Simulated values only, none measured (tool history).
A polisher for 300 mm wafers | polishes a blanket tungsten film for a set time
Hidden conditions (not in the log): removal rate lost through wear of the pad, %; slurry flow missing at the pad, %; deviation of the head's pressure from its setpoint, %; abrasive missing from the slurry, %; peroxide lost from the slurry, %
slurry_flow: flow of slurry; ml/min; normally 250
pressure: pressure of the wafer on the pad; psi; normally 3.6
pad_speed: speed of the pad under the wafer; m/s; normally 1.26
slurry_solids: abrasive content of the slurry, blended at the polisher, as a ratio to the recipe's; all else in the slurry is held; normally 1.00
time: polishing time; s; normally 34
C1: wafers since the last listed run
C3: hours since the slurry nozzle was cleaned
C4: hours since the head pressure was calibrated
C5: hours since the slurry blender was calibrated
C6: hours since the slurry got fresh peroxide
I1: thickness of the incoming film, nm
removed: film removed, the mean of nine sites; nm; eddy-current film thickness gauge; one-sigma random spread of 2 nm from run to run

{"run": 1, "hour": 0.0, "slurry_flow": 250, "pressure": 3.6, "pad_speed": 1.26, "slurry_solids": 1.0, "time": 34, "C1": 0, "wafers polished on this pad": 995, "C3": 282.4, "C4": 243.3, "C5": 124.0, "C6": 47.8, "I1": 631.2, "removed": 238.2}
{"hour": 16.0, "done": "worn pad replaced by a new one"}
{"run": 2, "hour": 16.5, "slurry_flow": 250, "pressure": 3.6, "pad_speed": 1.26, "slurry_solids": 1.0, "time": 34, "C1": 152, "wafers polished on this pad": 5, "C3": 298.9, "C4": 259.8, "C5": 140.5, "C6": 64.3, "I1": 639.7, "removed": 236.3}
{"run": 3, "hour": 28.6, "slurry_flow": 250, "pressure": 3.6, "pad_speed": 1.26, "slurry_solids": 1.0, "time": 34, "C1": 147, "wafers polished on this pad": 153, "C3": 311.0, "C4": 271.9, "C5": 152.6, "C6": 76.4, "I1": 648.3, "removed": 240.3}
{"hour": 32.4, "done": "slurry blender recalibrated"}
{"hour": 35.9, "done": "slurry tank refilled with fresh slurry and peroxide"}
{"run": 4, "hour": 44.4, "slurry_flow": 250, "pressure": 3.6, "pad_speed": 1.26, "slurry_solids": 1.0, "time": 34, "C1": 156, "wafers polished on this pad": 309, "C3": 326.8, "C4": 287.7, "C5": 12.0, "C6": 8.5, "I1": 643.8, "removed": 236.4}
{"run": 5, "hour": 62.2, "slurry_flow": 250, "pressure": 3.6, "pad_speed": 1.26, "slurry_solids": 1.0, "time": 34, "C1": 216, "wafers polished on this pad": 526, "C3": 344.6, "C4": 305.5, "C5": 29.8, "C6": 26.3, "I1": 642.7, "removed": 242.9}
{"run": 6, "hour": 71.6, "slurry_flow": 250, "pressure": 3.6, "pad_speed": 1.26, "slurry_solids": 1.0, "time": 34, "C1": 114, "wafers polished on this pad": 640, "C3": 354.0, "C4": 314.9, "C5": 39.2, "C6": 35.7, "I1": 637.9, "removed": 240.3}
{"hour": 119.7, "done": "slurry nozzle cleaned"}
{"hour": 120.4, "done": "slurry tank refilled with fresh slurry and peroxide"}
{"run": 7, "hour": 120.9, "slurry_flow": 250, "pressure": 3.6, "pad_speed": 1.26, "slurry_solids": 1.0, "time": 34, "C1": 580, "wafers polished on this pad": 1220, "C3": 1.2, "C4": 364.2, "C5": 88.5, "C6": 0.5, "I1": 639.6, "removed": 237.5}
{"run": 8, "hour": 129.9, "slurry_flow": 250, "pressure": 3.6, "pad_speed": 1.26, "slurry_solids": 1.0, "time": 34, "C1": 109, "wafers polished on this pad": 1330, "C3": 10.2, "C4": 373.2, "C5": 97.5, "C6": 9.5, "I1": 647.5, "removed": 236.9}
{"hour": 140.7, "done": "head pressure recalibrated"}
{"hour": 145.1, "done": "worn pad replaced by a new one"}
{"run": 9, "hour": 146.5, "slurry_flow": 250, "pressure": 3.6, "pad_speed": 1.26, "slurry_solids": 1.0, "time": 34, "C1": 129, "wafers polished on this pad": 17, "C3": 26.8, "C4": 5.8, "C5": 114.1, "C6": 26.1, "I1": 631.7, "removed": 233.2}
{"run": 10, "hour": 164.1, "slurry_flow": 250, "pressure": 3.6, "pad_speed": 1.26, "slurry_solids": 1.0, "time": 34, "C1": 214, "wafers polished on this pad": 232, "C3": 44.4, "C4": 23.4, "C5": 131.7, "C6": 43.7, "I1": 639.8, "removed": 238.3}
{"run": 11, "hour": 174.8, "slurry_flow": 250, "pressure": 3.6, "pad_speed": 1.26, "slurry_solids": 1.0, "time": 34, "C1": 130, "wafers polished on this pad": 362, "C3": 55.1, "C4": 34.1, "C5": 142.4, "C6": 54.4, "I1": 635.8, "removed": 238.6}
{"run": 12, "hour": 180.8, "slurry_flow": 250, "pressure": 3.6, "pad_speed": 1.26, "slurry_solids": 1.0, "time": 34, "C1": 73, "wafers polished on this pad": 435, "C3": 61.1, "C4": 40.1, "C5": 148.4, "C6": 60.4, "I1": 637.4, "removed": 235.8}
{"run": 13, "hour": 195.3, "slurry_flow": 190, "pressure": 3.6, "pad_speed": 1.26, "slurry_solids": 1.0, "time": 34, "C1": 176, "wafers polished on this pad": 612, "C3": 75.6, "C4": 54.6, "C5": 162.9, "C6": 74.9, "I1": 643.2, "removed": 228.9}
{"run": 14, "hour": 203.9, "slurry_flow": 250, "pressure": 3.6, "pad_speed": 1.26, "slurry_solids": 1.25, "time": 34, "C1": 104, "wafers polished on this pad": 717, "C3": 84.2, "C4": 63.2, "C5": 171.5, "C6": 83.5, "I1": 639.1, "removed": 251.2}
{"hour": 205.8, "done": "slurry tank refilled with fresh slurry and peroxide"}
{"run": 15, "hour": 217.3, "slurry_flow": 300, "pressure": 3.6, "pad_speed": 1.48, "slurry_solids": 1.0, "time": 30, "C1": 151, "wafers polished on this pad": 868, "C3": 97.6, "C4": 76.6, "C5": 184.9, "C6": 11.5, "I1": 643.1, "removed": 247.0}
{"hour": 220.2, "done": "slurry blender recalibrated"}
{"hour": 251.9, "done": "worn pad replaced by a new one"}
{"run": 16, "hour": 263.5, "slurry_flow": 250, "pressure": 2.5, "pad_speed": 1.26, "slurry_solids": 1.0, "time": 45, "C1": 489, "wafers polished on this pad": 140, "C3": 143.8, "C4": 122.8, "C5": 43.3, "C6": 57.7, "I1": 645.8, "removed": 218.3}
{"run": 17, "hour": 273.2, "slurry_flow": 335, "pressure": 3.6, "pad_speed": 1.26, "slurry_solids": 1.2, "time": 38, "C1": 118, "wafers polished on this pad": 259, "C3": 153.5, "C4": 132.5, "C5": 53.0, "C6": 67.4, "I1": 640.6, "removed": 288.4}
{"run": 18, "hour": 288.7, "slurry_flow": 175, "pressure": 3.6, "pad_speed": 1.5, "slurry_solids": 1.1, "time": 34, "C1": 188, "wafers polished on this pad": 447, "C3": 169.0, "C4": 148.0, "C5": 68.5, "C6": 82.9, "I1": 642.3, "removed": 275.1}
{"hour": 297.8, "done": "slurry tank refilled with fresh slurry and peroxide"}
{"run": 19, "hour": 336.5, "slurry_flow": 275, "pressure": 2.9, "pad_speed": 1.26, "slurry_solids": 1.0, "time": 34, "C1": 570, "wafers polished on this pad": 1018, "C3": 216.8, "C4": 195.8, "C5": 116.3, "C6": 38.7, "I1": 645.3, "removed": 193.8}
{"run": 20, "hour": 349.3, "slurry_flow": 250, "pressure": 3.6, "pad_speed": 1.26, "slurry_solids": 0.85, "time": 34, "C1": 156, "wafers polished on this pad": 1174, "C3": 229.6, "C4": 208.6, "C5": 129.1, "C6": 51.5, "I1": 640.5, "removed": 226.8}
{"run": 21, "hour": 366.4, "slurry_flow": 250, "pressure": 3.6, "pad_speed": 1.26, "slurry_solids": 1.0, "time": 34, "C1": 208, "wafers polished on this pad": 1382, "C3": 246.7, "C4": 225.7, "C5": 146.2, "C6": 68.6, "I1": 647.0, "removed": 238.9}
{"hour": 373.2, "done": "worn pad replaced by a new one"}
{"run": 22, "hour": 374.0, "slurry_flow": 330, "pressure": 3.6, "pad_speed": 1.26, "slurry_solids": 1.0, "time": 30, "C1": 43, "wafers polished on this pad": 9, "C3": 254.3, "C4": 233.3, "C5": 153.8, "C6": 76.2, "I1": 643.3, "removed": 216.6}
{"hour": 382.1, "done": "slurry tank refilled with fresh slurry and peroxide"}
{"run": 23, "hour": 385.0, "slurry_flow": 175, "pressure": 4.2, "pad_speed": 1.68, "slurry_solids": 0.85, "time": 34, "C1": 121, "wafers polished on this pad": 131, "C3": 265.3, "C4": 244.3, "C5": 164.8, "C6": 2.9, "I1": 642.8, "removed": 338.5}
{"run": 24, "hour": 396.1, "slurry_flow": 310, "pressure": 3.6, "pad_speed": 1.62, "slurry_solids": 1.0, "time": 46, "C1": 135, "wafers polished on this pad": 267, "C3": 276.4, "C4": 255.4, "C5": 175.9, "C6": 14.0, "I1": 632.8, "removed": 419.0}
{"hour": 400.0, "done": "slurry blender recalibrated"}
{"run": 25, "hour": 410.6, "slurry_flow": 285, "pressure": 4.0, "pad_speed": 1.26, "slurry_solids": 0.85, "time": 34, "C1": 152, "wafers polished on this pad": 419, "C3": 290.9, "C4": 269.9, "C5": 10.6, "C6": 28.5, "I1": 639.5, "removed": 254.6}
{"run": 26, "hour": 417.5, "slurry_flow": 275, "pressure": 3.2, "pad_speed": 1.26, "slurry_solids": 0.75, "time": 28, "C1": 84, "wafers polished on this pad": 503, "C3": 297.8, "C4": 276.8, "C5": 17.5, "C6": 35.4, "I1": 640.9, "removed": 162.7}

Forecast each of these 4 alternatives for the next run:
{"run": "A", "hour": 417.9, "slurry_flow": 250, "pressure": 3.6, "pad_speed": 1.26, "slurry_solids": 1.0, "time": 34, "C1": 4, "wafers polished on this pad": 508, "C3": 298.2, "C4": 277.2, "C5": 17.9, "C6": 35.8, "I1": 642.5, "removed": "?"}
{"run": "B", "hour": 417.9, "slurry_flow": 310, "pressure": 4.6, "pad_speed": 1.06, "slurry_solids": 1.2, "time": 34, "C1": 4, "wafers polished on this pad": 508, "C3": 298.2, "C4": 277.2, "C5": 17.9, "C6": 35.8, "I1": 642.5, "removed": "?"}
{"run": "C", "hour": 417.9, "slurry_flow": 250, "pressure": 3.6, "pad_speed": 1.26, "slurry_solids": 1.0, "time": 45, "C1": 4, "wafers polished on this pad": 508, "C3": 298.2, "C4": 277.2, "C5": 17.9, "C6": 35.8, "I1": 642.5, "removed": "?"}
{"run": "D", "hour": 417.9, "slurry_flow": 250, "pressure": 4.1, "pad_speed": 0.88, "slurry_solids": 1.3, "time": 40, "C1": 4, "wafers polished on this pad": 508, "C3": 298.2, "C4": 277.2, "C5": 17.9, "C6": 35.8, "I1": 642.5, "removed": "?"}

run=A removed=233.9
run=B removed=271.3
run=C removed=309.6
run=D removed=237.5
Stripped of hidden state, with their random variation kept, the same runs would have yielded:
run=A removed=233.9
run=B removed=271.3
run=C removed=309.6
run=D removed=237.5
